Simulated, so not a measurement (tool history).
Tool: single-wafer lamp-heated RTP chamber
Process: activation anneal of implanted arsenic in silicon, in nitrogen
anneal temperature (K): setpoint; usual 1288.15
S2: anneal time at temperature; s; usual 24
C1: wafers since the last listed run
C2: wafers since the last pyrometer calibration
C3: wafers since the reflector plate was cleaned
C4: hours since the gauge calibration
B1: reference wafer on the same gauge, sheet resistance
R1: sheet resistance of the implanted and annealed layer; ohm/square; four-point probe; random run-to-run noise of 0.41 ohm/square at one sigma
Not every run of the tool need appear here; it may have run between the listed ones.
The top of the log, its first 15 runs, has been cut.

run 16 hour=816.1 | anneal_temperature_(K)=1288.15 S2=24 | C1=458 C2=4642 C3=7395 C4=250.7 | B1=122.03 | R1=101.06
-- hour=852.7 pyrometer window cleaned and pyrometer calibrated
run 17 hour=883.9 | anneal_temperature_(K)=1311.15 S2=24 | C1=525 C2=274 C3=7921 C4=318.5 | B1=122.02 | R1=95.95
run 18 hour=913.3 | anneal_temperature_(K)=1312.15 S2=15 | C1=258 C2=533 C3=8180 C4=347.9 | B1=122.15 | R1=101.23
run 19 hour=983.7 | anneal_temperature_(K)=1308.15 S2=18 | C1=619 C2=1152 C3=8799 C4=418.3 | B1=121.94 | R1=99.14
run 20 hour=1036.2 | anneal_temperature_(K)=1304.15 S2=14 | C1=461 C2=1614 C3=9261 C4=470.8 | B1=121.94 | R1=103.87
run 21 hour=1104.0 | anneal_temperature_(K)=1288.15 S2=24 | C1=596 C2=2210 C3=9857 C4=538.6 | B1=121.95 | R1=102.00
run 22 hour=1167.6 | anneal_temperature_(K)=1268.15 S2=24 | C1=559 C2=2769 C3=10416 C4=602.2 | B1=122.07 | R1=109.11
-- hour=1183.5 reflector plate cleaned
run 23 hour=1205.0 | anneal_temperature_(K)=1288.15 S2=24 | C1=258 C2=3028 C3=189 C4=639.6 | B1=122.05 | R1=102.41
run 24 hour=1243.9 | anneal_temperature_(K)=1298.15 S2=30 | C1=342 C2=3370 C3=531 C4=678.5 | B1=121.97 | R1=95.30
run 25 hour=1277.0 | anneal_temperature_(K)=1264.15 S2=15 | C1=291 C2=3661 C3=822 C4=711.6 | B1=122.16 | R1=116.88
run 26 hour=1311.4 | anneal_temperature_(K)=1264.15 S2=33 | C1=302 C2=3963 C3=1125 C4=746.0 | B1=121.96 | R1=106.82
run 27 hour=1352.9 | anneal_temperature_(K)=1308.15 S2=36 | C1=364 C2=4328 C3=1490 C4=787.5 | B1=122.02 | R1=89.95
-- hour=1382.8 pyrometer window cleaned and pyrometer calibrated
run 28 hour=1388.9 | anneal_temperature_(K)=1306.15 S2=36 | C1=246 C2=53 C3=1736 C4=823.5 | B1=121.94 | R1=92.34
run 29 hour=1417.4 | anneal_temperature_(K)=1305.15 S2=24 | C1=250 C2=304 C3=1986 C4=852.0 | B1=121.89 | R1=97.15
run 30 hour=1478.5 | anneal_temperature_(K)=1308.15 S2=37 | C1=537 C2=841 C3=2524 C4=913.1 | B1=122.07 | R1=90.94
run 31 hour=1522.5 | anneal_temperature_(K)=1288.15 S2=14 | C1=386 C2=1228 C3=2911 C4=957.1 | B1=122.02 | R1=110.07
run 32 hour=1548.2 | anneal_temperature_(K)=1288.15 S2=24 | C1=226 C2=1454 C3=3137 C4=982.8 | B1=121.94 | R1=103.30
run 33 hour=1583.4 | anneal_temperature_(K)=1288.15 S2=35 | C1=309 C2=1763 C3=3446 C4=1018.0 | B1=122.03 | R1=98.03
run 34 hour=1613.3 | anneal_temperature_(K)=1288.15 S2=24 | C1=262 C2=2026 C3=3709 C4=1047.9 | B1=121.94 | R1=101.85
run 35 hour=1644.7 | anneal_temperature_(K)=1265.15 S2=34 | C1=276 C2=2303 C3=3985 C4=1079.3 | B1=121.96 | R1=106.42
run 36 hour=1696.0 | anneal_temperature_(K)=1308.15 S2=34 | C1=451 C2=2754 C3=4437 C4=1130.6 | B1=121.97 | R1=91.37
run 37 hour=1725.2 | anneal_temperature_(K)=1317.15 S2=34 | C1=256 C2=3011 C3=4693 C4=1159.8 | B1=122.07 | R1=89.11

Each row is a separate what-if for the run after 37, all from the same tool condition, not one after another. Results?
run A hour=1725.6 | anneal_temperature_(K)=1297.15 S2=24 | C1=3 C2=3014 C3=4697 C4=1160.2 | B1=? | R1=?
run B hour=1725.6 | anneal_temperature_(K)=1272.15 S2=15 | C1=3 C2=3014 C3=4697 C4=1160.2 | B1=? | R1=?
run C hour=1725.6 | anneal_temperature_(K)=1276.15 S2=24 | C1=3 C2=3014 C3=4697 C4=1160.2 | B1=? | R1=?
run D hour=1725.6 | anneal_temperature_(K)=1280.15 S2=36 | C1=3 C2=3014 C3=4697 C4=1160.2 | B1=? | R1=?

run=A B1=121.90 R1=99.23
run=B B1=121.90 R1=114.60
run=C B1=121.90 R1=106.77
run=D B1=121.90 R1=99.82
Had the tool no hidden state, the same runs would have come out as:
run=A R1=100.77
run=B R1=116.49
run=C R1=108.62
run=D R1=101.56
